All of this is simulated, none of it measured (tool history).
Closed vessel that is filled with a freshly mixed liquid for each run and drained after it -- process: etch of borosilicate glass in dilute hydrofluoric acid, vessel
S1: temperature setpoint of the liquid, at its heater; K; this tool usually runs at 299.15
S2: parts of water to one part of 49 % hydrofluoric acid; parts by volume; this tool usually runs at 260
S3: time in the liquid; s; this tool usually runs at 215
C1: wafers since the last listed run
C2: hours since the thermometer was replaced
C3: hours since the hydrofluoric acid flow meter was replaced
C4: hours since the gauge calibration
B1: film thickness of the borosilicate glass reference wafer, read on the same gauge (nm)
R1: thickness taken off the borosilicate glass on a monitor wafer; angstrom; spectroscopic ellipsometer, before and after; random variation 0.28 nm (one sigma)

run	day	S1	S2	S3	C1	C2	C3	C4	B1	R1
1	0.000	299.15	260	215	0	1047.6	1033.6	461.2	29.98	504.4
2	2.829	299.15	260	215	4508	1115.5	1101.5	529.1	29.95	507.6
3	4.775	299.15	260	295	3100	1162.2	1148.2	575.8	29.99	700.6
4	6.175	299.15	260	295	2230	1195.8	1181.8	609.4	30.02	708.3
5	7.683	299.15	260	295	2403	1232.0	1218.0	645.6	29.98	703.6
6	10.500	299.15	260	140	4488	1299.6	1285.6	713.2	30.02	337.2
7	13.200	299.15	260	140	4302	1364.4	1350.4	778.0	29.97	337.8
8	14.900	299.15	260	140	2708	1405.2	1391.2	818.8	30.01	340.0
9	16.775	299.15	260	215	2987	1450.2	1436.2	863.8	30.04	527.3
# day 19.558: hydrofluoric acid flow meter replaced
10	19.625	299.15	260	215	4475	1518.6	1.6	932.2	29.99	476.4
# day 20.704: thermometer replaced
# day 21.862: gauge calibrated
11	25.229	299.15	260	215	8864	108.6	136.1	80.8	29.98	463.7
12	27.883	299.15	260	335	4229	172.3	199.8	144.5	30.03	740.1
13	29.125	299.15	175	215	1978	202.1	229.6	174.3	30.03	770.2
14	30.154	299.15	260	215	1640	226.8	254.3	199.0	29.98	473.5
15	32.067	299.15	145	330	3047	272.7	300.2	244.9	30.01	1488.4
16	34.588	297.65	390	215	4017	333.2	360.7	305.4	29.99	269.1
17	37.092	297.65	360	215	3990	393.3	420.8	365.5	30.00	296.3
18	39.267	295.15	330	165	3465	445.5	473.0	417.7	30.01	239.1
19	41.133	299.15	260	215	2974	490.3	517.8	462.5	29.96	487.6
20	42.788	304.15	130	290	2635	530.0	557.5	502.2	29.99	1829.7
21	43.933	299.15	260	215	1825	557.5	585.0	529.7	29.98	485.9
22	44.979	299.15	260	215	1666	582.6	610.1	554.8	30.05	481.9

Difference, measured minus no-hidden-state, one row per run. Run-to-run variation is common to both terms; the gauge's own scatter need not be:
What the log doesn't record here: liquid hotter than its thermometer reads (K); hydrofluoric acid flow above the setpoint (%); gauge reads high (%).
run	R1
1	+50.1
2	+53.2
3	+76.1
4	+78.7
5	+80.3
6	+40.1
7	+42.0
8	+43.4
9	+69.0
10	+23.3
11	+12.5
12	+23.9
13	+26.4
14	+17.6
15	+59.0
16	+13.0
17	+15.7
18	+13.6
19	+29.2
20	+110.8
21	+32.0
22	+32.7
